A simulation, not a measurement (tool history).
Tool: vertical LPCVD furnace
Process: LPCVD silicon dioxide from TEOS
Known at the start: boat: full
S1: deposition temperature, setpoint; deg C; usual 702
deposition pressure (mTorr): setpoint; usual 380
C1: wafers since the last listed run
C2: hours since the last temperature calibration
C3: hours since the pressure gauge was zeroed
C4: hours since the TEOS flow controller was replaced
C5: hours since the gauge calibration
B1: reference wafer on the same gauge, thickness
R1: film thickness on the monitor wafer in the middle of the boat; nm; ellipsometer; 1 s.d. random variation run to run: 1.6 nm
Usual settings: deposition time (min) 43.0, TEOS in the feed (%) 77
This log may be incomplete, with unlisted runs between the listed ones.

Run 1, hour 0.0: usual settings; C1 0; C2 2125.7; C3 4596.5; C4 5286.4; C5 248.2; B1 359.83. Result: R1 445.46 nm.
Run 2, hour 22.1: usual settings; C1 371; C2 2147.8; C3 4618.6; C4 5308.5; C5 270.3; B1 359.76. Result: R1 439.87 nm.
Run 3, hour 69.3: usual settings; C1 793; C2 2195.0; C3 4665.8; C4 5355.7; C5 317.5; B1 360.11. Result: R1 442.32 nm.
Run 4, hour 100.1: usual settings but S1 709 deg C; C1 517; C2 2225.8; C3 4696.6; C4 5386.5; C5 348.3; B1 359.75. Result: R1 519.98 nm.
Run 5, hour 135.6: usual settings but S1 709 deg C; C1 596; C2 2261.3; C3 4732.1; C4 5422.0; C5 383.8; B1 360.36. Result: R1 516.83 nm.
Run 6, hour 151.9: usual settings but S1 709 deg C; C1 273; C2 2277.6; C3 4748.4; C4 5438.3; C5 400.1; B1 360.19. Result: R1 521.99 nm.
At hour 185.6: TEOS flow controller replaced.
At hour 207.5: pressure gauge zeroed.
Run 7, hour 208.0: usual settings; C1 171; C2 2333.7; C3 0.5; C4 22.4; C5 456.2; B1 359.75. Result: R1 440.92 nm.
Run 8, hour 212.7: usual settings; C1 78; C2 2338.4; C3 5.2; C4 27.1; C5 460.9; B1 360.17. Result: R1 441.67 nm.
At hour 226.4: gauge calibrated.
At hour 252.6: thermocouples replaced and temperature profile calibrated.
Run 9, hour 253.1: usual settings but deposition pressure (mTorr) 315, deposition time (min) 56.5; C1 275; C2 0.5; C3 45.6; C4 67.5; C5 26.7; B1 360.10. Result: R1 550.04 nm.
Run 10, hour 257.8: usual settings; C1 78; C2 5.2; C3 50.3; C4 72.2; C5 31.4; B1 359.74. Result: R1 461.17 nm.
Run 11, hour 293.4: usual settings but S1 691 deg C, deposition pressure (mTorr) 290; C1 598; C2 40.8; C3 85.9; C4 107.8; C5 67.0; B1 359.90. Result: R1 311.90 nm.
At hour 335.7: thermocouples replaced and temperature profile calibrated, repeated, since the last time left the tool worse.
Run 12, hour 336.2: usual settings but deposition time (min) 49.5; C1 315; C2 0.5; C3 128.7; C4 150.6; C5 109.8; B1 360.59. Result: R1 477.19 nm.
Run 13, hour 351.4: usual settings but deposition time (min) 49.5; C1 255; C2 15.7; C3 143.9; C4 165.8; C5 125.0; B1 360.58. Result: R1 476.35 nm.
Run 14, hour 371.3: usual settings but deposition pressure (mTorr) 335; C1 334; C2 35.6; C3 163.8; C4 185.7; C5 144.9; B1 359.81. Result: R1 388.55 nm.
Run 15, hour 391.5: usual settings but deposition time (min) 49.5; C1 339; C2 55.8; C3 184.0; C4 205.9; C5 165.1; B1 359.53. Result: R1 476.00 nm.
Run 16, hour 423.3: usual settings but S1 710 deg C, deposition pressure (mTorr) 340, deposition time (min) 33.0; C1 534; C2 87.6; C3 215.8; C4 237.7; C5 196.9; B1 359.68. Result: R1 364.63 nm.
Run 17, hour 436.2: usual settings but deposition pressure (mTorr) 320, deposition time (min) 56.0; C1 216; C2 100.5; C3 228.7; C4 250.6; C5 209.8; B1 359.47. Result: R1 501.09 nm.
Run 18, hour 450.6: usual settings but S1 711 deg C, deposition pressure (mTorr) 340; C1 241; C2 114.9; C3 243.1; C4 265.0; C5 224.2; B1 360.35. Result: R1 490.31 nm.
Run 19, hour 472.2: usual settings but deposition time (min) 26.0; C1 362; C2 136.5; C3 264.7; C4 286.6; C5 245.8; B1 360.05. Result: R1 253.33 nm.
Run 20, hour 493.6: usual settings but deposition pressure (mTorr) 405, deposition time (min) 51.0, TEOS in the feed (%) 66; C1 359; C2 157.9; C3 286.1; C4 308.0; C5 267.2; B1 360.39. Result: R1 474.59 nm.
Run 21, hour 507.1: usual settings; C1 226; C2 171.4; C3 299.6; C4 321.5; C5 280.7; B1 360.06. Result: R1 422.47 nm.

For each run, the measured value with the value that run would have given without the tool's hidden condition subtracted. The run-to-run variation is shared by both, the gauge scatter possibly not:
Unlogged tool condition in this case: true tube temperature minus thermocouple reading, K; true pressure minus gauge reading, mTorr; deviation of the TEOS flow from its setpoint, %; gauge reads high (%).
run      R1
  1  +32.24
  2  +31.88
  3  +32.14
  4  +37.34
  5  +37.17
  6  +37.58
  7  +32.28
  8  +32.34
  9  +58.40
 10  +49.15
 11  +34.94
 12   +4.48
 13   +5.18
 14   +4.97
 15   +6.98
 16   +6.28
 17   +9.33
 18   +9.55
 19   +5.47
 20  +11.06
 21  +10.30

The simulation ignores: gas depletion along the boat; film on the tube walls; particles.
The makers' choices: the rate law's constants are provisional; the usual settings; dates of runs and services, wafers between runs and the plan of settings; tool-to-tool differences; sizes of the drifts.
